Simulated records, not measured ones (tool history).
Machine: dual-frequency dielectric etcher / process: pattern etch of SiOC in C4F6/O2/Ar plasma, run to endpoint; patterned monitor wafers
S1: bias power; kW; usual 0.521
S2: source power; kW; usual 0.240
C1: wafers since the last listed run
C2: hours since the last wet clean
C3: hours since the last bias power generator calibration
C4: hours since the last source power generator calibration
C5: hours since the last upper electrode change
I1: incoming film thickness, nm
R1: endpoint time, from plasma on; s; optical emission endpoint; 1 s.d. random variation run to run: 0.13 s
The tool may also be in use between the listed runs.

run   hour     S1     S2    C1     C2      C3      C4      C5     I1    R1
  1    0.0  0.601  0.240     0  315.8  4074.0  3428.9  2353.3  49.06  18.7
  2   58.2  0.601  0.240  1230  374.0  4132.2  3487.1  2411.5  49.07  18.6
     124.0  -- wet clean of the chamber
  3  323.7  0.521  0.260  5105  199.7  4397.7  3752.6  2677.0  49.89  19.6
  4  373.2  0.521  0.260  1046  249.2  4447.2  3802.1  2726.5  49.73  19.4
  5  425.0  0.521  0.260  1095  301.0  4499.0  3853.9  2778.3  49.65  19.2
     490.3  -- wet clean of the chamber
  6  497.0  0.521  0.240  1014    6.7  4571.0  3925.9  2850.3  49.54  20.8
     537.7  -- bias power generator calibrated
  7  569.0  0.521  0.240  1437   78.7    31.3  3997.9  2922.3  49.92  20.8
  8  611.7  0.521  0.210   902  121.4    74.0  4040.6  2965.0  49.24  21.5

Run 9 comes next. What will it give?
     663.9  -- upper electrode replaced, of another model than before
  9  718.9  0.464  0.240  1758  228.6  181.2  4147.8  55.0  49.18   ?

Run 9 measured R1 20.5 s.
The same run, on a tool lacking any hidden state, would have yielded R1 21.2 s.

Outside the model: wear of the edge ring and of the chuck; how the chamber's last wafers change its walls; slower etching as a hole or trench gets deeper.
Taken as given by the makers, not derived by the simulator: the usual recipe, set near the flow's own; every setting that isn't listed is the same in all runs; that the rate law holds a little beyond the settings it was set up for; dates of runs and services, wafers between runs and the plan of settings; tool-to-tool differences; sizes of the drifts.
